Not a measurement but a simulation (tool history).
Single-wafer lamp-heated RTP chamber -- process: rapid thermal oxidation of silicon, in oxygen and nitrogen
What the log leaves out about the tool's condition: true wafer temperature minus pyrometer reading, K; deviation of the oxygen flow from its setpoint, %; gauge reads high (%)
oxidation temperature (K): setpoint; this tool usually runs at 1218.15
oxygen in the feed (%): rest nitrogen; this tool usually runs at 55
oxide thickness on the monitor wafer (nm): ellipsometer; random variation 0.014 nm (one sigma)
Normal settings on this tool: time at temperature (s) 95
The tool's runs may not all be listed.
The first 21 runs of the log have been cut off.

run	day	oxidation temperature (K)	time at temperature (s)	oxygen in the feed (%)	wafers since the last listed run	wafers since the last pyrometer calibration	hours since the oxygen flow controller was replaced	hours since the gauge calibration	read-back reference wafer on the same gauge, thickness	oxide thickness on the monitor wafer (nm)
22	45.342	1230.15	95	69	320	1721	661.2	2139.6	3.529	4.701
23	46.375	1218.15	95	37	172	1893	686.0	2164.4	3.530	3.597
24	48.725	1199.15	95	81	391	2285	742.4	2220.8	3.531	4.001
25	50.317	1218.15	123	55	265	2551	780.6	2259.0	3.527	4.455
26	51.367	1218.15	95	55	175	2726	805.8	2284.2	3.530	4.059
27	53.800	1209.15	62	70	405	3131	864.2	2342.6	3.533	3.495
28	55.021	1243.15	110	47	203	3335	893.5	2371.9	3.531	4.899
# day 56.638: gauge calibrated
29	57.767	1218.15	95	55	457	3793	959.4	27.1	3.531	4.075
30	59.992	1189.15	140	69	370	4164	1012.8	80.5	3.529	4.148
31	62.858	1199.15	120	55	477	4642	1081.6	149.3	3.532	3.989
32	65.379	1199.15	95	55	420	5062	1142.1	209.8	3.532	3.683
33	68.133	1209.15	59	72	459	5521	1208.2	275.9	3.532	3.559
# day 68.646: pyrometer window cleaned and pyrometer calibrated
34	70.475	1218.15	95	55	334	305	1264.4	332.1	3.532	4.009
35	72.888	1200.15	71	79	402	707	1322.3	390.0	3.531	3.517
36	74.225	1218.15	54	77	222	930	1354.4	422.1	3.530	3.567
37	82.796	1227.15	95	46	1428	2359	1560.1	627.8	3.531	4.093
38	84.779	1205.15	52	83	330	2690	1607.7	675.4	3.533	3.338

Consider 4 possible next runs. They are alternatives, not a sequence: every one starts from the tool as it was left by run 38. What does each give?
A	84.796	1218.15	95	79	2	2692	1608.1	675.8	?	?
B	84.796	1235.15	56	55	2	2692	1608.1	675.8	?	?
C	84.796	1229.15	141	74	2	2692	1608.1	675.8	?	?
D	84.796	1218.15	129	43	2	2692	1608.1	675.8	?	?

run	read-back reference wafer on the same gauge, thickness	oxide thickness on the monitor wafer (nm)
A	3.533	4.551
B	3.533	3.716
C	3.533	5.736
D	3.533	4.272
Take away the tool's hidden state, keep each run's random variation, and the runs would have read:
run	oxide thickness on the monitor wafer (nm)
A	4.474
B	3.661
C	5.634
D	4.204
